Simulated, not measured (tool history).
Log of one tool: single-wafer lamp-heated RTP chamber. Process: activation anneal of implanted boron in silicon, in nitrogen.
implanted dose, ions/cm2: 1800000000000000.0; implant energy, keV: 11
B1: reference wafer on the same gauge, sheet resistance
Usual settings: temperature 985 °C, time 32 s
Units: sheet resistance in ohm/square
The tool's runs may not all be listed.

Run 1, hour 0: usual settings; B1 99.77. Result: sheet resistance 112.43 ohm/square.
At hour 11.9: gauge calibrated.
Run 2, hour 19.1: usual settings; B1 99.98. Result: sheet resistance 110.41 ohm/square.
Run 3, hour 29.2: usual settings; B1 99.97. Result: sheet resistance 111.69 ohm/square.
Run 4, hour 40.4: usual settings but temperature 969 °C; B1 99.83. Result: sheet resistance 122.12 ohm/square.
Run 5, hour 53.3: usual settings but temperature 977 °C, time 43 s; B1 99.98. Result: sheet resistance 113.95 ohm/square.
Run 6, hour 69.2: usual settings but time 36 s; B1 100.11. Result: sheet resistance 110.49 ohm/square.
Run 7, hour 85.3: usual settings but temperature 967 °C, time 45 s; B1 99.94. Result: sheet resistance 119.06 ohm/square.
Run 8, hour 98.1: usual settings but temperature 967 °C, time 45 s; B1 99.82. Result: sheet resistance 119.66 ohm/square.
Run 9, hour 105.2: usual settings but temperature 967 °C, time 45 s; B1 100. Result: sheet resistance 119.24 ohm/square.
At hour 116.9: reflector plate cleaned.
Run 10, hour 119: usual settings; B1 100.01. Result: sheet resistance 109.35 ohm/square.
Run 11, hour 133.3: usual settings; B1 99.95. Result: sheet resistance 108.57 ohm/square.
Run 12, hour 143.4: usual settings but temperature 970 °C, time 25 s; B1 100.13. Result: sheet resistance 119.82 ohm/square.
At hour 160.6: pyrometer window cleaned and pyrometer calibrated.
Run 13, hour 161.1: usual settings but temperature 962 °C; B1 99.96. Result: sheet resistance 122.87 ohm/square.
At hour 172.6: reflector plate cleaned, repeated, since the last time left the tool worse.
Run 14, hour 173.6: usual settings; B1 100.04. Result: sheet resistance 114.71 ohm/square.
At hour 173.9: gauge calibrated.
Run 15, hour 186.4: usual settings but time 18 s; B1 99.95. Result: sheet resistance 118.56 ohm/square.
Run 16, hour 192.9: usual settings but temperature 993 °C; B1 99.89. Result: sheet resistance 109.92 ohm/square.
Run 17, hour 200.3: usual settings but temperature 995 °C, time 17 s; B1 99.84. Result: sheet resistance 112.8 ohm/square.
Run 18, hour 215.3: usual settings but temperature 961 °C, time 20 s; B1 99.96. Result: sheet resistance 138.79 ohm/square.
Run 19, hour 226.4: usual settings but temperature 965 °C, time 13 s; B1 99.81. Result: sheet resistance 139.51 ohm/square.
Run 20, hour 238.1: usual settings but temperature 972 °C, time 26 s; B1 99.96. Result: sheet resistance 125.21 ohm/square.
Run 21, hour 253.1: usual settings but temperature 994 °C, time 40 s; B1 99.93. Result: sheet resistance 107.1 ohm/square.

Forecast each of these 5 alternatives for the next run:
Run A, hour 253.5: usual settings; B1 ?. Result: sheet resistance ?.
Run B, hour 253.5: usual settings but temperature 1015 °C, time 17 s; B1 ?. Result: sheet resistance ?.
Run C, hour 253.5: usual settings but time 26 s; B1 ?. Result: sheet resistance ?.
Run D, hour 253.5: usual settings but temperature 1004 °C; B1 ?. Result: sheet resistance ?.
Run E, hour 253.5: usual settings but temperature 957 °C; B1 ?. Result: sheet resistance ?.

run     B1  sheet resistance
  A  99.98            113.83
  B  99.98             103.6
  C  99.98            115.41
  D  99.98             103.9
  E  99.98            136.51
Without the tool's hidden state the same runs would have given:
run  sheet resistance
  A            114.67
  B            104.15
  C            116.26
  D            104.52
  E            137.95

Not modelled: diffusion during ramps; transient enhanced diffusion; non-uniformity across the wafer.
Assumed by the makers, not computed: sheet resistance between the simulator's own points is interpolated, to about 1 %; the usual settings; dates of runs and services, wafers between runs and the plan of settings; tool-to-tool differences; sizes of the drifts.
